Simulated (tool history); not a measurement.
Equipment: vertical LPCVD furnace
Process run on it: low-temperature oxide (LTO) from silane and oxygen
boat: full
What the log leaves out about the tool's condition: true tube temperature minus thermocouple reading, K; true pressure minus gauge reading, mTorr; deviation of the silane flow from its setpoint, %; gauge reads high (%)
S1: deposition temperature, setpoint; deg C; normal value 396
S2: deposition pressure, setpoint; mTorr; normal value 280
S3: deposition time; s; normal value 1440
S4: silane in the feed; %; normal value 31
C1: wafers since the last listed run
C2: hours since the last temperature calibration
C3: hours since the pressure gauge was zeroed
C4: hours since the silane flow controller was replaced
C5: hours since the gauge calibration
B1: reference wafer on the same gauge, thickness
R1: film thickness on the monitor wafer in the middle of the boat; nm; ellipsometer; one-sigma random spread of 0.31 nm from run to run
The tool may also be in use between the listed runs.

run 1 hour=0 | S1=396 S2=280 S3=1440 S4=31 | C1=0 C2=1277.4 C3=2126.3 C4=2782.6 C5=72.5 | B1=183.08 | R1=214.29
run 2 hour=17 | S1=396 S2=280 S3=1440 S4=31 | C1=229 C2=1294.4 C3=2143.3 C4=2799.6 C5=89.5 | B1=183.1 | R1=214.31
run 3 hour=34.8 | S1=396 S2=280 S3=1440 S4=31 | C1=240 C2=1312.2 C3=2161.1 C4=2817.4 C5=107.3 | B1=182.94 | R1=214.82
run 4 hour=44.7 | S1=396 S2=280 S3=1440 S4=31 | C1=133 C2=1322.1 C3=2171 C4=2827.3 C5=117.2 | B1=183.04 | R1=214.97
run 5 hour=53 | S1=396 S2=280 S3=1440 S4=31 | C1=112 C2=1330.4 C3=2179.3 C4=2835.6 C5=125.5 | B1=183.01 | R1=214.92
-- hour=83.4 pressure gauge zeroed
run 6 hour=83.9 | S1=396 S2=280 S3=1440 S4=31 | C1=93 C2=1361.3 C3=0.5 C4=2866.5 C5=156.4 | B1=182.96 | R1=214.89
run 7 hour=87.7 | S1=396 S2=280 S3=1020 S4=31 | C1=51 C2=1365.1 C3=4.3 C4=2870.3 C5=160.2 | B1=182.99 | R1=152.42
run 8 hour=91.6 | S1=396 S2=280 S3=1020 S4=31 | C1=52 C2=1369 C3=8.2 C4=2874.2 C5=164.1 | B1=182.9 | R1=152.3
run 9 hour=97.1 | S1=396 S2=280 S3=1020 S4=31 | C1=74 C2=1374.5 C3=13.7 C4=2879.7 C5=169.6 | B1=182.91 | R1=152.58
-- hour=122.2 silane flow controller replaced
-- hour=124.1 gauge calibrated
-- hour=133.6 thermocouples replaced and temperature profile calibrated
run 10 hour=134.1 | S1=404 S2=215 S3=1020 S4=31 | C1=21 C2=0.5 C3=50.7 C4=11.9 C5=10 | B1=183.09 | R1=124.15
run 11 hour=138 | S1=396 S2=280 S3=1440 S4=31 | C1=52 C2=4.4 C3=54.6 C4=15.8 C5=13.9 | B1=183.03 | R1=207.15
run 12 hour=141.9 | S1=402 S2=280 S3=1440 S4=31 | C1=52 C2=8.3 C3=58.5 C4=19.7 C5=17.8 | B1=183.02 | R1=222.7
run 13 hour=153.2 | S1=391 S2=280 S3=1440 S4=26 | C1=152 C2=19.6 C3=69.8 C4=31 C5=29.1 | B1=183.01 | R1=149.33
run 14 hour=164.4 | S1=404 S2=330 S3=1710 S4=36 | C1=151 C2=30.8 C3=81 C4=42.2 C5=40.3 | B1=183.01 | R1=390.32
run 15 hour=180.8 | S1=396 S2=215 S3=1440 S4=31 | C1=221 C2=47.2 C3=97.4 C4=58.6 C5=56.7 | B1=182.95 | R1=159.4
run 16 hour=187.3 | S1=396 S2=280 S3=1440 S4=31 | C1=87 C2=53.7 C3=103.9 C4=65.1 C5=63.2 | B1=182.87 | R1=207.84
run 17 hour=194.3 | S1=408 S2=280 S3=1440 S4=31 | C1=94 C2=60.7 C3=110.9 C4=72.1 C5=70.2 | B1=183.03 | R1=238.51
run 18 hour=236.9 | S1=396 S2=330 S3=1920 S4=27 | C1=574 C2=103.3 C3=153.5 C4=114.7 C5=112.8 | B1=182.99 | R1=265.62
run 19 hour=244.7 | S1=396 S2=280 S3=1440 S4=31 | C1=105 C2=111.1 C3=161.3 C4=122.5 C5=120.6 | B1=182.94 | R1=208.04

4 ways to go on from here, each from the tool as it stands after run 19. What would each give?
run A hour=248.7 | S1=396 S2=280 S3=1440 S4=31 | C1=53 C2=115.1 C3=165.3 C4=126.5 C5=124.6 | B1=? | R1=?
run B hour=248.7 | S1=405 S2=280 S3=1440 S4=31 | C1=53 C2=115.1 C3=165.3 C4=126.5 C5=124.6 | B1=? | R1=?
run C hour=248.7 | S1=389 S2=330 S3=1440 S4=31 | C1=53 C2=115.1 C3=165.3 C4=126.5 C5=124.6 | B1=? | R1=?
run D hour=248.7 | S1=396 S2=240 S3=1770 S4=31 | C1=53 C2=115.1 C3=165.3 C4=126.5 C5=124.6 | B1=? | R1=?

run=A B1=183.04 R1=208.18
run=B B1=183.04 R1=231.43
run=C B1=183.04 R1=225.39
run=D B1=183.04 R1=219.33
Had the tool no hidden state, the same runs would have come out as:
run=A R1=206.5
run=B R1=229.62
run=C R1=223.52
run=D R1=217.57
